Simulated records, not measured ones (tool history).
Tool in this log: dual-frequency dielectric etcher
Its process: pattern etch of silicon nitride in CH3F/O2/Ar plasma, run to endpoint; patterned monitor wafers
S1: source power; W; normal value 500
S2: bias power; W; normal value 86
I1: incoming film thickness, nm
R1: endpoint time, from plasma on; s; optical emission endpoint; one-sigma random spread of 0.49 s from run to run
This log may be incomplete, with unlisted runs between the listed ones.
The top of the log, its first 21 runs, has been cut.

| run | hour | S1 | S2 | I1 | R1 |
|---|---|---|---|---|---|
| 22 | 235.4 | 460 | 65 | 47.64 | 67.3 |
| 23 | 245.5 | 440 | 64 | 47.64 | 68.5 |
| 24 | 252.4 | 500 | 77 | 47.91 | 61.9 |
| 25 | 263.1 | 500 | 86 | 47.62 | 57.5 |
| 26 | 280.0 | 460 | 97 | 47.44 | 56.4 |
| 27 | 291.6 | 440 | 104 | 47.28 | 57.5 |
| 28 | 307.5 | 460 | 97 | 47.91 | 58.4 |
| 29 | 325.3 | 500 | 74 | 47.40 | 61.2 |
| 30 | 335.0 | 430 | 99 | 47.96 | 58.4 |
| 31 | 342.9 | 500 | 100 | 48.11 | 56.4 |
| 32 | 356.1 | 500 | 64 | 48.01 | 64.3 |
| 33 | 368.0 | 620 | 86 | 47.69 | 52.8 |
| 34 | 378.2 | 410 | 99 | 47.88 | 59.7 |
| 35 | 387.8 | 440 | 71 | 47.51 | 63.9 |
| 36 | 403.3 | 610 | 77 | 47.94 | 55.3 |

3 options for the next run, each taken on its own from the tool as it stands now. Forecast them:
| A | 403.7 | 500 | 94 | 47.07 | ? |
| B | 403.7 | 390 | 107 | 47.07 | ? |
| C | 403.7 | 610 | 99 | 47.07 | ? |

| run | R1 |
|---|---|
| A | 54.7 |
| B | 57.5 |
| C | 49.8 |
Take away the tool's hidden state, keep each run's random variation, and the runs would have read:
| run | R1 |
|---|---|
| A | 55.5 |
| B | 58.4 |
| C | 50.6 |
